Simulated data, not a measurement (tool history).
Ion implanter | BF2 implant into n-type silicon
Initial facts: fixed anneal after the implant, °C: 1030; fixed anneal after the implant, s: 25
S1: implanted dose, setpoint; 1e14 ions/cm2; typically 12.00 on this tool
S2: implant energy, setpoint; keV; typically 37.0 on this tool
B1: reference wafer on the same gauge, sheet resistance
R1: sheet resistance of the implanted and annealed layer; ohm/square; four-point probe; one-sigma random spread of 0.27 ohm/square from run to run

| run | hour | S1 | S2 | B1 | R1 |
|---|---|---|---|---|---|
| 1 | 0.0 | 12.00 | 37.0 | 139.01 | 116.21 |
| 2 | 8.0 | 10.62 | 37.0 | 139.04 | 124.21 |
| 3 | 19.7 | 10.62 | 37.0 | 139.11 | 124.41 |
| 4 | 32.4 | 10.62 | 37.0 | 139.06 | 123.97 |
| 5 | 48.0 | 12.00 | 37.0 | 139.05 | 115.94 |
| 6 | 63.0 | 12.00 | 37.0 | 138.98 | 115.60 |
| 7 | 89.7 | 12.00 | 37.0 | 139.03 | 115.73 |
| 8 | 104.3 | 12.00 | 37.0 | 139.01 | 115.72 |
| 9 | 120.1 | 13.53 | 43.5 | 138.98 | 104.23 |
| 10 | 130.4 | 12.00 | 31.0 | 138.95 | 122.09 |
| 11 | 139.9 | 12.00 | 31.0 | 138.95 | 121.59 |
| 12 | 148.3 | 12.00 | 34.5 | 139.11 | 118.12 |
| 13 | 161.1 | 12.00 | 34.5 | 138.96 | 118.24 |
| 14 | 167.4 | 13.56 | 37.0 | 138.98 | 109.70 |
| 15 | 182.4 | 13.56 | 37.0 | 139.08 | 110.79 |
| 16 | 190.3 | 13.56 | 37.0 | 139.07 | 110.76 |
| 17 | 198.4 | 12.00 | 37.0 | 139.06 | 117.58 |
| 18 | 212.8 | 12.92 | 24.5 | 139.02 | 128.86 |
| 19 | 223.0 | 12.00 | 37.0 | 139.05 | 117.33 |
| 20 | 229.6 | 8.45 | 27.5 | 139.00 | 157.15 |
| 21 | 246.8 | 10.10 | 37.0 | 138.89 | 130.37 |
| 22 | 270.2 | 12.00 | 37.0 | 138.99 | 117.24 |
| 23 | 287.4 | 14.83 | 33.0 | 138.98 | 111.61 |
| 24 | 303.1 | 10.10 | 37.0 | 139.02 | 129.93 |
| 25 | 314.9 | 9.73 | 26.0 | 139.04 | 144.95 |
| 26 | 328.0 | 12.00 | 37.0 | 139.02 | 117.13 |
| 27 | 345.7 | 10.91 | 42.5 | 139.07 | 119.92 |
| 28 | 358.3 | 15.37 | 24.5 | 139.09 | 122.10 |
| 29 | 371.0 | 9.49 | 46.5 | 139.02 | 129.91 |
| 30 | 379.3 | 12.00 | 37.0 | 138.94 | 116.88 |
| 31 | 392.6 | 8.81 | 43.0 | 139.09 | 139.11 |
| 32 | 405.4 | 9.43 | 41.5 | 139.02 | 132.54 |
| 33 | 421.6 | 9.67 | 37.0 | 139.07 | 133.48 |
| 34 | 435.3 | 12.00 | 37.0 | 138.99 | 116.92 |
| 35 | 448.5 | 8.90 | 32.5 | 139.12 | 145.32 |
| 36 | 462.4 | 13.59 | 47.0 | 138.99 | 102.77 |
| 37 | 474.3 | 14.65 | 49.5 | 138.99 | 97.60 |
| 38 | 480.7 | 10.70 | 46.5 | 138.95 | 118.68 |

Between the runs listed above, the log contained 3 entries, not reproduced here. Where in the sequence does each belong, and how does what the log doesn't record of the tool's condition differ from the listed run before to the listed run after?
Logged between run 8 and run 9: extraction supply calibrated (hour 114.7)
  deviation of the true dose from the Faraday cup's reading, %: 2.35 -> 2.42
  measured minus no-state result, R1: -1.39 -> -1.16 ohm/square
Logged between run 14 and run 15: Faraday cup replaced and dose calibrated (hour 179.3)
  deviation of the true dose from the Faraday cup's reading, %: 2.65 -> -0.465
  measured minus no-state result, R1: -1.19 -> +0.22 ohm/square
Logged between run 15 and run 16: gauge calibrated (hour 188.4)
  deviation of the true dose from the Faraday cup's reading, %: -0.465 -> -0.427
  measured minus no-state result, R1: +0.22 -> +0.20 ohm/square

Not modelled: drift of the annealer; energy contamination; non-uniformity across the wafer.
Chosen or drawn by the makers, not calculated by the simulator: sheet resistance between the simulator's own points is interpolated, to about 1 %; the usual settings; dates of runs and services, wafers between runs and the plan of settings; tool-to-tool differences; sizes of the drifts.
